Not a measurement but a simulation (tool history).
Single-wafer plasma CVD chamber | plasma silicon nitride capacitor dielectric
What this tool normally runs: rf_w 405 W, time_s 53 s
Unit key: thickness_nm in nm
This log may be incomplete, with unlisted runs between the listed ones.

run    hour  rf_w  time_s  read-back reference wafer on the same gauge, thickness_nm  thickness_nm
  1       0   350      53                                                     81.758        73.592
  2    35.8   405      58                                                     81.676        82.458
  3    87.2   405      53                                                     81.739        75.396
  4   118.7   405      53                                                     81.693        74.901
  5   181.6   405      53                                                     81.687        75.181
  6   217.2   405      53                                                     81.727        75.526
  7   288.4   405      53                                                     81.687         75.22
  8   351.8   405      53                                                     81.704        74.847
  9   384.6   405    55.9                                                     81.678        78.795
 10   412.3   405      53                                                     81.761        75.001
 11   441.8   405      53                                                     81.693        74.623
 12   505.5   405      53                                                     81.734         74.75
 13   571.1   405      53                                                     81.648        75.137
 14   629.8   405      53                                                     81.662        74.806
 15   680.2   450    57.9                                                     81.693        83.349
 16     706   450    57.9                                                     81.684         83.26
 17   745.1   360    45.5                                                     81.669        62.654
 18   810.2   425    56.7                                                     81.749        80.438
 19   863.7   345      53                                                     81.706        72.531
 20   902.2   485    45.5                                                     81.665        66.194
      930.2  -- RF generator calibrated
      961.7  -- showerhead replaced
 21   962.2   355      47                                                     81.624        65.512
 22   998.1   360    59.5                                                     81.713        83.208
 23  1045.4   340    42.4                                                     81.737        58.427
       1071  -- gauge calibrated
 24  1093.2   405      59                                                     81.701        84.409
 25  1126.5   405    59.9                                                     81.732        85.646
 26    1156   430    46.2                                                     81.741        66.979
 27  1225.3   480    62.4                                                     81.761        92.012
 28  1261.1   475      53                                                      81.72        78.152
 29  1331.2   405      53                                                     81.702         75.58
 30  1390.5   405      53                                                     81.646        75.598
 31    1435   465    49.1                                                     81.701        72.133
 32  1475.1   405      53                                                     81.718        75.597
 33  1543.4   330    43.1                                                     81.735        59.205
 34    1578   405    42.9                                                     81.747        61.297
 35  1602.2   435      53                                                     81.714        76.714
 36  1690.6   405    43.5                                                     81.681         62.08
 37  1727.9   405      53                                                     81.653         75.48
 38  1765.2   445    57.5                                                     81.628        83.347

Predict each of these 4 candidate next runs independently; none follows another, all start after run 38:
  A  1765.6   405      53                                                          ?             ?
  B  1765.6   370    59.7                                                          ?             ?
  C  1765.6   350    61.4                                                          ?             ?
  D  1765.6   440      53                                                          ?             ?

run  read-back reference wafer on the same gauge, thickness_nm  thickness_nm
  A                                                     81.694        75.503
  B                                                     81.694         83.63
  C                                                     81.694        85.152
  D                                                     81.694        76.714
Had the tool no hidden state, the same runs would have come out as:
run  thickness_nm
  A        75.769
  B        83.925
  C        85.453
  D        76.984
